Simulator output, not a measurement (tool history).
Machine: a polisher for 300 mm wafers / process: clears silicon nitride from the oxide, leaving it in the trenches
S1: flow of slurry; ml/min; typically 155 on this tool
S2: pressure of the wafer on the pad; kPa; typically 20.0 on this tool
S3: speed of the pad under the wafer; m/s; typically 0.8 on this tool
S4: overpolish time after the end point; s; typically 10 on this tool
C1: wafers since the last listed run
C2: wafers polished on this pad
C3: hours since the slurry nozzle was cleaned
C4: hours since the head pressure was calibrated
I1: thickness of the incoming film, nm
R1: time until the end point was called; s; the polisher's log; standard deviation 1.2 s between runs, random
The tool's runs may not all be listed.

| run | day | S1 | S2 | S3 | S4 | C1 | C2 | C3 | C4 | I1 | R1 |
|---|---|---|---|---|---|---|---|---|---|---|---|
| 1 | 0.000 | 145 | 22.1 | 0.8 | 10 | 0 | 490 | 223.1 | 581.5 | 54.8 | 79.1 |
| 2 | 0.700 | 145 | 22.1 | 0.8 | 10 | 125 | 615 | 239.9 | 598.3 | 55.7 | 79.8 |
| 3 | 1.575 | 145 | 22.1 | 0.8 | 10 | 156 | 772 | 260.9 | 619.3 | 54.2 | 79.5 |
| 4 | 2.858 | 155 | 20.0 | 0.8 | 10 | 229 | 1001 | 291.7 | 650.1 | 55.8 | 88.1 |
| 5 | 3.979 | 155 | 20.0 | 0.8 | 10 | 200 | 1201 | 318.6 | 677.0 | 55.2 | 87.5 |
|  | 4.804 | worn pad replaced by a new one |
| 6 | 4.854 | 155 | 20.0 | 0.8 | 10 | 126 | 8 | 339.6 | 698.0 | 54.8 | 86.4 |
| 7 | 5.975 | 155 | 20.0 | 0.8 | 7 | 200 | 209 | 366.5 | 724.9 | 54.6 | 85.4 |
| 8 | 7.029 | 155 | 20.0 | 0.8 | 7 | 188 | 397 | 391.8 | 750.2 | 54.0 | 87.0 |
| 9 | 7.954 | 155 | 20.0 | 0.8 | 7 | 165 | 562 | 414.0 | 772.4 | 53.9 | 84.3 |
| 10 | 9.229 | 155 | 20.0 | 0.8 | 10 | 227 | 790 | 444.6 | 803.0 | 55.6 | 87.3 |
| 11 | 9.862 | 120 | 20.0 | 0.8 | 10 | 113 | 903 | 459.8 | 818.2 | 55.8 | 90.1 |
| 12 | 11.079 | 155 | 20.0 | 1.0 | 10 | 217 | 1121 | 489.0 | 847.4 | 54.4 | 69.4 |

Run 13 is up next; what results do you expect?
|  | 11.388 | worn pad replaced by a new one |
|  | 11.567 | head pressure recalibrated |
| 13 | 12.212 | 155 | 14.5 | 0.8 | 14 | 157 | 132 | 516.2 | 15.5 | 55.0 | ? |

R1: 119.5 s
With no hidden state in the tool, this same run would have given R1 119.5 s.
